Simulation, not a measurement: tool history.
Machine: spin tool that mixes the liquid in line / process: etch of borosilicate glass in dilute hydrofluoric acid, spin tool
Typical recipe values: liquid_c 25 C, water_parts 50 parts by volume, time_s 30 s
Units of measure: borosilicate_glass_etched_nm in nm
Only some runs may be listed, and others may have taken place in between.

run	hour	liquid_c	water_parts	time_s	wafers since the last listed run	hours since the thermometer was replaced	hours since the hydrofluoric acid flow meter was replaced	hours since the gauge calibration	read-back film thickness of the borosilicate glass reference wafer, read on the same gauge (nm)	borosilicate_glass_etched_nm
1	0	25	50	35	0	652.8	636.8	733.8	30	34.85
2	66.9	25	50	35	684	719.7	703.7	800.7	30.02	35.05
3	171.5	25	40	30	1070	824.3	808.3	905.3	29.98	38.1
4	271.1	25	40	30	1019	923.9	907.9	1004.9	30.01	38.35
5	330.4	25	40	30	606	983.2	967.2	1064.2	29.96	38.36
6	394.5	25	50	30	656	1047.3	1031.3	1128.3	29.97	30.37
# hour 412.4: hydrofluoric acid flow meter replaced
7	436.4	25	50	30	418	1089.2	24	1170.2	29.99	30.49
8	463.6	25	50	30	278	1116.4	51.2	1197.4	30	30.38
# hour 468.4: gauge calibrated
9	521.8	25	50	30	595	1174.6	109.4	53.4	29.98	30.7
10	559.2	29	50	25	382	1212	146.8	90.8	30.01	29.77
11	602.3	27.5	60	30	441	1255.1	189.9	133.9	30.04	28.07
12	671.6	26.5	60	40	709	1324.4	259.2	203.2	30.05	36.05
13	703.1	29.5	30	40	322	1355.9	290.7	234.7	30.03	84.89
# hour 847.4: thermometer replaced
14	895.5	25	50	20	1959	48.1	483.1	427.1	30.03	19.11
15	963.9	23	60	40	700	116.5	551.5	495.5	30.05	28.97
16	1008.9	25	50	30	460	161.5	596.5	540.5	29.99	28.48
17	1057.1	25	50	30	493	209.7	644.7	588.7	30.01	29.01
18	1085.5	25	50	30	290	238.1	673.1	617.1	29.97	28.88
19	1119.1	20.5	30	35	343	271.7	706.7	650.7	30.05	47.96

The same runs without the tool's hidden state, with the same run-to-run variation:
The tool's hidden condition here consists of: liquid hotter than its thermometer reads (K); hydrofluoric acid flow above the setpoint (%); gauge reads high (%).
run	borosilicate_glass_etched_nm
1	33.21
2	33.27
3	35.94
4	35.96
5	35.85
6	28.3
7	28.35
8	28.2
9	28.4
10	27.54
11	25.9
12	33.13
13	77.83
14	18.95
15	28.62
16	28.07
17	28.51
18	28.35
19	46.92

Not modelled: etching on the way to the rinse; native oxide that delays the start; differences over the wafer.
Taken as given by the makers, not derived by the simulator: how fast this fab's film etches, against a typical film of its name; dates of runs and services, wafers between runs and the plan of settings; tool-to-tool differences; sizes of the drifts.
